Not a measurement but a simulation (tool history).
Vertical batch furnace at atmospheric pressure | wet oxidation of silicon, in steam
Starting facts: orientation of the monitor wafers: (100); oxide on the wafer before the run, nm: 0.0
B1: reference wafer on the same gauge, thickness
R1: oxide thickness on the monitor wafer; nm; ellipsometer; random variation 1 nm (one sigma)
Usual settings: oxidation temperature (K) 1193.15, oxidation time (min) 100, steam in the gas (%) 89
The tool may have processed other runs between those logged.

run 1 hour=0 | oxidation_temperature_(K)=1193.15 oxidation_time_(min)=100 steam_in_the_gas_(%)=89 | B1=242.65 | R1=284.17
run 2 hour=34.9 | oxidation_temperature_(K)=1193.15 oxidation_time_(min)=123.5 steam_in_the_gas_(%)=89 | B1=242.95 | R1=337.7
run 3 hour=79.1 | oxidation_temperature_(K)=1193.15 oxidation_time_(min)=100 steam_in_the_gas_(%)=89 | B1=242.73 | R1=285.61
run 4 hour=113.2 | oxidation_temperature_(K)=1193.15 oxidation_time_(min)=100 steam_in_the_gas_(%)=89 | B1=243.16 | R1=285.3
run 5 hour=181.7 | oxidation_temperature_(K)=1193.15 oxidation_time_(min)=100 steam_in_the_gas_(%)=89 | B1=243.42 | R1=284.48
run 6 hour=224.9 | oxidation_temperature_(K)=1193.15 oxidation_time_(min)=100 steam_in_the_gas_(%)=89 | B1=242.41 | R1=283.94
run 7 hour=281.2 | oxidation_temperature_(K)=1193.15 oxidation_time_(min)=100 steam_in_the_gas_(%)=89 | B1=243.07 | R1=285.2
run 8 hour=346 | oxidation_temperature_(K)=1193.15 oxidation_time_(min)=100 steam_in_the_gas_(%)=89 | B1=242.92 | R1=287
run 9 hour=393.8 | oxidation_temperature_(K)=1202.15 oxidation_time_(min)=77.5 steam_in_the_gas_(%)=89 | B1=242.96 | R1=254.41
run 10 hour=452.9 | oxidation_temperature_(K)=1202.15 oxidation_time_(min)=77.5 steam_in_the_gas_(%)=89 | B1=242.78 | R1=256.03
run 11 hour=487.6 | oxidation_temperature_(K)=1202.15 oxidation_time_(min)=77.5 steam_in_the_gas_(%)=89 | B1=242.75 | R1=255.75
-- hour=551.6 steam generator serviced
run 12 hour=557 | oxidation_temperature_(K)=1193.15 oxidation_time_(min)=100 steam_in_the_gas_(%)=85 | B1=243.19 | R1=285.53
run 13 hour=585.9 | oxidation_temperature_(K)=1193.15 oxidation_time_(min)=100 steam_in_the_gas_(%)=85 | B1=243.18 | R1=286.11
run 14 hour=627.4 | oxidation_temperature_(K)=1180.15 oxidation_time_(min)=81 steam_in_the_gas_(%)=96 | B1=243.17 | R1=231.32
run 15 hour=663.2 | oxidation_temperature_(K)=1193.15 oxidation_time_(min)=100 steam_in_the_gas_(%)=89 | B1=242.99 | R1=296.17
run 16 hour=692.1 | oxidation_temperature_(K)=1177.15 oxidation_time_(min)=100 steam_in_the_gas_(%)=95 | B1=242.95 | R1=266.4
-- hour=810.7 thermocouples replaced and temperature profile calibrated
run 17 hour=828.2 | oxidation_temperature_(K)=1174.15 oxidation_time_(min)=100 steam_in_the_gas_(%)=89 | B1=242.64 | R1=227.06
run 18 hour=954.7 | oxidation_temperature_(K)=1193.15 oxidation_time_(min)=100 steam_in_the_gas_(%)=89 | B1=242.61 | R1=284.84
run 19 hour=1003.3 | oxidation_temperature_(K)=1180.15 oxidation_time_(min)=100 steam_in_the_gas_(%)=81 | B1=242.8 | R1=225.16
-- hour=1006.7 gauge calibrated
run 20 hour=1069.2 | oxidation_temperature_(K)=1193.15 oxidation_time_(min)=100 steam_in_the_gas_(%)=89 | B1=242.9 | R1=283.09
run 21 hour=1108.6 | oxidation_temperature_(K)=1210.15 oxidation_time_(min)=80 steam_in_the_gas_(%)=97 | B1=242.39 | R1=299.86
run 22 hour=1155.2 | oxidation_temperature_(K)=1174.15 oxidation_time_(min)=125 steam_in_the_gas_(%)=82 | B1=242.89 | R1=255.87
run 23 hour=1183.5 | oxidation_temperature_(K)=1206.15 oxidation_time_(min)=135.5 steam_in_the_gas_(%)=78 | B1=243 | R1=369.35
run 24 hour=1219 | oxidation_temperature_(K)=1202.15 oxidation_time_(min)=65 steam_in_the_gas_(%)=81 | B1=242.57 | R1=201.05
run 25 hour=1256.8 | oxidation_temperature_(K)=1178.15 oxidation_time_(min)=100 steam_in_the_gas_(%)=80 | B1=242.81 | R1=218.96
run 26 hour=1325 | oxidation_temperature_(K)=1176.15 oxidation_time_(min)=100 steam_in_the_gas_(%)=97 | B1=242.83 | R1=253.09
run 27 hour=1358.8 | oxidation_temperature_(K)=1193.15 oxidation_time_(min)=100 steam_in_the_gas_(%)=92 | B1=243.26 | R1=291.82

Each row is a separate what-if for the run after 27, all from the same tool condition, not one after another. Results?
run A hour=1365 | oxidation_temperature_(K)=1193.15 oxidation_time_(min)=100 steam_in_the_gas_(%)=94 | B1=? | R1=?
run B hour=1365 | oxidation_temperature_(K)=1212.15 oxidation_time_(min)=120 steam_in_the_gas_(%)=84 | B1=? | R1=?
run C hour=1365 | oxidation_temperature_(K)=1215.15 oxidation_time_(min)=135.5 steam_in_the_gas_(%)=89 | B1=? | R1=?
run D hour=1365 | oxidation_temperature_(K)=1186.15 oxidation_time_(min)=56.5 steam_in_the_gas_(%)=82 | B1=? | R1=?
run E hour=1365 | oxidation_temperature_(K)=1181.15 oxidation_time_(min)=100 steam_in_the_gas_(%)=89 | B1=? | R1=?

run=A B1=243.16 R1=297.18
run=B B1=243.16 R1=374.95
run=C B1=243.16 R1=440.14
run=D B1=243.16 R1=150.89
run=E B1=243.16 R1=249.56
Take away the tool's hidden state, keep each run's random variation, and the runs would have read:
run=A R1=296.87
run=B R1=374.74
run=C R1=439.95
run=D R1=150.58
run=E R1=249.08

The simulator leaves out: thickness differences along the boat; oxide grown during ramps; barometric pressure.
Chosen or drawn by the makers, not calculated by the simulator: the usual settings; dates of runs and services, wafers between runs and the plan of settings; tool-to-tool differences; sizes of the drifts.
